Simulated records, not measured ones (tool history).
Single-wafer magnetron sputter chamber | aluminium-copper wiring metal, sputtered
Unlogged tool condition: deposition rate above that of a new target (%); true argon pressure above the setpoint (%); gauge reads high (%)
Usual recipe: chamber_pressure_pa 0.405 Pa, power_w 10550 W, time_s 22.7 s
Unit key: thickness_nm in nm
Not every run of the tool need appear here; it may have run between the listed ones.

run	hour	chamber_pressure_pa	power_w	time_s	wafers since the last listed run	wafers on the sputter target	hours since the last manometer calibration	hours since the magnet pack was replaced	hours since the gauge calibration	read-back reference wafer on the same gauge, thickness_nm	thickness_nm
1	0.0	0.405	10550	22.7	0	898	1575.7	10288.3	84.1	466.024	410.524
2	13.6	0.405	11800	22.7	370	1269	1589.3	10301.9	97.7	466.211	442.278
# hour 14.3: gauge calibrated
3	21.3	0.405	11800	22.7	209	1479	1597.0	10309.6	7.0	465.832	443.285
4	27.3	0.405	11800	22.7	163	1642	1603.0	10315.6	13.0	465.610	444.572
5	42.7	0.405	10550	24.9	419	2062	1618.4	10331.0	28.4	466.325	443.438
6	55.9	0.405	10550	24.9	359	2422	1631.6	10344.2	41.6	466.205	442.228
7	67.8	0.405	9000	22.7	324	2746	1643.5	10356.1	53.5	465.940	362.133
8	80.3	0.405	8000	19.4	340	3087	1656.0	10368.6	66.0	465.913	284.880
# hour 114.8: sputter target and shields replaced
# hour 118.9: gauge calibrated
9	119.5	0.405	10550	24.1	850	128	1695.2	10407.8	0.6	466.027	442.585
# hour 128.1: capacitance manometer re-zeroed and calibrated
10	136.7	0.405	9600	27.0	250	379	8.6	10425.0	17.8	465.690	459.258
# hour 148.6: magnet pack replaced
11	150.9	0.540	10550	25.6	169	548	22.8	2.3	32.0	466.589	433.971
12	164.3	0.405	10550	22.7	365	913	36.2	15.7	45.4	466.207	407.184
13	172.6	0.405	11800	22.7	226	1139	44.5	24.0	53.7	466.021	440.867
14	203.4	0.464	9750	19.1	839	1979	75.3	54.8	84.5	465.942	312.714
15	210.7	0.320	12750	22.7	199	2178	82.6	62.1	91.8	465.590	480.834

5 options for the next run, each taken on its own from the tool as it stands now. Forecast them:
A	211.1	0.405	10550	22.7	10	2189	83.0	62.5	92.2	?	?
B	211.1	0.405	10550	25.2	10	2189	83.0	62.5	92.2	?	?
C	211.1	0.405	10550	25.1	10	2189	83.0	62.5	92.2	?	?
D	211.1	0.347	8000	21.0	10	2189	83.0	62.5	92.2	?	?
E	211.1	0.405	10550	18.3	10	2189	83.0	62.5	92.2	?	?

run	read-back reference wafer on the same gauge, thickness_nm	thickness_nm
A	465.658	401.801
B	465.658	446.052
C	465.658	444.282
D	465.658	315.580
E	465.658	323.919
With no hidden state in the tool, these same runs would have given:
run	thickness_nm
A	422.192
B	468.689
C	466.830
D	331.595
E	340.358

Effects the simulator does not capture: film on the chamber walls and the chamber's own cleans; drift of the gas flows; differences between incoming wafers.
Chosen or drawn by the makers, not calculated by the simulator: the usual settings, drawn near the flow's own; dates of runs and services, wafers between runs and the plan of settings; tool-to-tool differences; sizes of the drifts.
